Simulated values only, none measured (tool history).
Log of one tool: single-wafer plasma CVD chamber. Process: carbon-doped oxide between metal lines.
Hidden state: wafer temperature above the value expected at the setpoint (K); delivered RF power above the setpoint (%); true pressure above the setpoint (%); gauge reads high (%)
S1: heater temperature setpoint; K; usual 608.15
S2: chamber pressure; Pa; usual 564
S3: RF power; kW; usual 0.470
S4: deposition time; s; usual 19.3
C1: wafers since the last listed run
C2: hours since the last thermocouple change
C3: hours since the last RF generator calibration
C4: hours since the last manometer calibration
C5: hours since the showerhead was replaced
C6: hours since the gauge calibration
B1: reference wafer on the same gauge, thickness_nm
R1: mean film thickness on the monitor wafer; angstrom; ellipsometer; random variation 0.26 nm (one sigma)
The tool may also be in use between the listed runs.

| run | hour | S1 | S2 | S3 | S4 | C1 | C2 | C3 | C4 | C5 | C6 | B1 | R1 |
|---|---|---|---|---|---|---|---|---|---|---|---|---|---|
| 1 | 0.0 | 608.15 | 564 | 0.470 | 19.3 | 0 | 1755.8 | 835.2 | 2623.2 | 4810.0 | 282.7 | 81.372 | 921.75 |
| 2 | 48.1 | 608.15 | 564 | 0.470 | 21.1 | 896 | 1803.9 | 883.3 | 2671.3 | 4858.1 | 330.8 | 81.398 | 999.02 |
| 3 | 82.5 | 608.15 | 564 | 0.470 | 21.1 | 640 | 1838.3 | 917.7 | 2705.7 | 4892.5 | 365.2 | 81.395 | 999.13 |
| 4 | 142.7 | 608.15 | 564 | 0.470 | 19.3 | 1121 | 1898.5 | 977.9 | 2765.9 | 4952.7 | 425.4 | 81.353 | 918.31 |
| 5 | 173.2 | 608.15 | 564 | 0.470 | 19.3 | 568 | 1929.0 | 1008.4 | 2796.4 | 4983.2 | 455.9 | 81.454 | 913.99 |
| 6 | 200.9 | 608.15 | 564 | 0.470 | 19.3 | 516 | 1956.7 | 1036.1 | 2824.1 | 5010.9 | 483.6 | 81.453 | 914.03 |
| 7 | 235.8 | 598.15 | 564 | 0.470 | 19.3 | 650 | 1991.6 | 1071.0 | 2859.0 | 5045.8 | 518.5 | 81.485 | 945.94 |
|  | 251.1 | gauge calibrated |
|  | 271.6 | thermocouple changed; heater temperature recalibrated |
| 8 | 284.3 | 608.15 | 564 | 0.445 | 19.3 | 754 | 12.7 | 1119.5 | 2907.5 | 5094.3 | 33.2 | 81.397 | 876.44 |
|  | 312.0 | capacitance manometer re-zeroed and calibrated |
| 9 | 338.0 | 608.15 | 564 | 0.470 | 19.3 | 851 | 66.4 | 1173.2 | 26.0 | 5148.0 | 86.9 | 81.326 | 919.57 |
| 10 | 406.5 | 604.15 | 605 | 0.405 | 18.2 | 1276 | 134.9 | 1241.7 | 94.5 | 5216.5 | 155.4 | 81.377 | 780.54 |
|  | 419.1 | showerhead replaced |
| 11 | 442.1 | 614.15 | 564 | 0.555 | 19.3 | 514 | 170.5 | 1277.3 | 130.1 | 23.0 | 191.0 | 81.331 | 1002.26 |
|  | 457.4 | RF generator calibrated |
| 12 | 499.2 | 597.15 | 603 | 0.470 | 19.3 | 914 | 227.6 | 41.8 | 187.2 | 80.1 | 248.1 | 81.296 | 985.30 |
| 13 | 563.2 | 608.15 | 564 | 0.470 | 19.3 | 1192 | 291.6 | 105.8 | 251.2 | 144.1 | 312.1 | 81.466 | 940.22 |
| 14 | 594.1 | 602.15 | 564 | 0.470 | 19.3 | 575 | 322.5 | 136.7 | 282.1 | 175.0 | 343.0 | 81.362 | 951.84 |
| 15 | 650.0 | 603.15 | 564 | 0.470 | 19.3 | 1041 | 378.4 | 192.6 | 338.0 | 230.9 | 398.9 | 81.320 | 946.56 |
| 16 | 677.9 | 594.15 | 564 | 0.520 | 21.8 | 519 | 406.3 | 220.5 | 365.9 | 258.8 | 426.8 | 81.496 | 1180.18 |

4 ways to go on from here, each from the tool as it stands after run 16. What would each give?
| A | 678.3 | 614.15 | 564 | 0.470 | 19.3 | 7 | 406.7 | 220.9 | 366.3 | 259.2 | 427.2 | ? | ? |
| B | 678.3 | 604.15 | 564 | 0.470 | 19.3 | 7 | 406.7 | 220.9 | 366.3 | 259.2 | 427.2 | ? | ? |
| C | 678.3 | 608.15 | 641 | 0.445 | 19.3 | 7 | 406.7 | 220.9 | 366.3 | 259.2 | 427.2 | ? | ? |
| D | 678.3 | 601.15 | 459 | 0.445 | 19.3 | 7 | 406.7 | 220.9 | 366.3 | 259.2 | 427.2 | ? | ? |

| run | B1 | R1 |
|---|---|---|
| A | 81.410 | 916.13 |
| B | 81.410 | 943.06 |
| C | 81.410 | 903.56 |
| D | 81.410 | 898.87 |
Without the tool's hidden state the same runs would have given:
| run | R1 |
|---|---|
| A | 932.22 |
| B | 959.63 |
| C | 921.96 |
| D | 917.16 |

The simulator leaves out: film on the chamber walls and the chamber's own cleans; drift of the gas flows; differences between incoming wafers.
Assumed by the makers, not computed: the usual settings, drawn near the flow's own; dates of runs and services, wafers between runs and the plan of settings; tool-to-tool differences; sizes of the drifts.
